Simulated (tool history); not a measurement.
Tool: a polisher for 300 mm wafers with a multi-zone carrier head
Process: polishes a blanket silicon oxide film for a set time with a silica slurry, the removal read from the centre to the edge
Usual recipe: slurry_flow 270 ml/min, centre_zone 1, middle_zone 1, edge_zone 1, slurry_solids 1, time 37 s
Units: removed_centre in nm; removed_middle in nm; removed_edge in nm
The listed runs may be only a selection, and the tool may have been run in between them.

run   hour  slurry_flow  centre_zone  middle_zone  edge_zone  slurry_solids  time  wafers since the last listed run  wafers polished on this pad  hours since the slurry nozzle was cleaned  hours since the centre zone pressure was calibrated  hours since the edge zone pressure was calibrated  hours since the carrier head's membrane was replaced  incoming thickness of the incoming film, nm  removed_centre  removed_middle  removed_edge
  1      0          270            1            1          1              1    37                                 0                          118                                      427.2                                                529.8                                              370.2                                                  1221                                       1758.4            96.1            92.4          91.9
  2   70.4          270            1            1          1              1    37                               802                          921                                      497.6                                                600.2                                              440.6                                                1291.4                                       1762.6            96.7            92.2            92
     124.4  -- edge zone pressure recalibrated
  3  124.9          270            1            1          1              1    37                               598                         1519                                      552.1                                                654.7                                                0.5                                                1345.9                                       1756.7            97.2              93          91.1
     153.4  -- worn pad replaced by a new one
  4  165.3          270            1            1          1              1    37                               414                          136                                      592.5                                                695.1                                               40.9                                                1386.3                                         1780            98.3            94.1          94.1
  5  215.8          270            1            1          1              1    37                               575                          711                                        643                                                745.6                                               91.4                                                1436.8                                       1757.3            97.8              92          93.1
     245.9  -- slurry nozzle cleaned
  6  259.5          270            1            1          1              1    37                               486                         1197                                       13.6                                                789.3                                              135.1                                                1480.5                                       1765.1            97.9            91.6          93.4
     302.2  -- worn pad replaced by a new one
  7  302.7          270            1            1          1              1    46                               446                            5                                       56.8                                                832.5                                              178.3                                                1523.7                                       1775.6           121.1             115         114.3
  8  332.3          270            1            1          1              1    46                               337                          342                                       86.4                                                862.1                                              207.9                                                1553.3                                       1734.5           124.7           116.5         114.8
  9  357.1          270         0.91            1          1            0.9    37                               282                          625                                      111.2                                                886.9                                              232.7                                                1578.1                                       1728.8            84.1            87.1          87.1
 10  425.2          270            1            1          1              1    37                               775                         1401                                      179.3                                                  955                                              300.8                                                1646.2                                       1740.4           100.2            93.8          93.7
     443.2  -- centre zone pressure recalibrated
 11  467.4          270            1            1       0.93            1.1    37                               458                         1859                                      221.5                                                 24.2                                                343                                                1688.4                                       1733.5            96.1              99          94.1
     474.6  -- worn pad replaced by a new one
 12  493.9          270            1            1          1              1    37                               256                          219                                        248                                                 50.7                                              369.5                                                1714.9                                       1725.9            90.8            93.7          91.1
     531.1  -- carrier head's membrane replaced by a new one
 13  544.5          270         1.04            1       1.12              1    37                               519                          739                                      298.6                                                101.3                                              420.1                                                  13.4                                       1779.1            96.7            92.5          96.6
     554.7  -- edge zone pressure recalibrated
 14  574.2          270            1            1       0.93            1.1    37                               315                         1054                                      328.3                                                  131                                               19.5                                                  43.1                                       1746.6            95.3            98.9          94.3
 15    600          270         0.93            1          1              1    46                               293                         1348                                      354.1                                                156.8                                               45.3                                                  68.9                                       1737.2           107.1           117.5           113
     630.5  -- worn pad replaced by a new one
 16  721.1          270         1.12            1          1            0.8    50                              1334                         1032                                      475.2                                                277.9                                              166.4                                                   190                                       1764.1           123.1             111         108.7
 17  759.7          270            1            1          1              1    25                               439                         1472                                      513.8                                                316.5                                                205                                                 228.6                                       1760.5            63.9            62.6          61.4

Forecast each of these 4 alternatives for the next run:
  A  760.1          270            1            1          1           0.75    37                                 4                         1477                                      514.2                                                316.9                                              205.4                                                   229                                       1718.7               ?               ?             ?
  B  760.1          350            1         0.91       1.04            0.9    37                                 4                         1477                                      514.2                                                316.9                                              205.4                                                   229                                       1718.7               ?               ?             ?
  C  760.1          270         0.93            1       0.89              1    42                                 4                         1477                                      514.2                                                316.9                                              205.4                                                   229                                       1718.7               ?               ?             ?
  D  760.1          270            1         1.07          1              1    37                                 4                         1477                                      514.2                                                316.9                                              205.4                                                   229                                       1718.7               ?               ?             ?

run  removed_centre  removed_middle  removed_edge
  A            78.1            77.5          76.3
  B            90.1            82.4          88.9
  C              99           105.6          99.5
  D            93.9            98.5          91.5
Without the tool's unlogged condition, the same runs would have read:
run  removed_centre  removed_middle  removed_edge
  A            76.7            77.5          76.3
  B            88.4            82.4          88.9
  C            97.1           105.7          99.5
  D            92.1            98.5          91.5
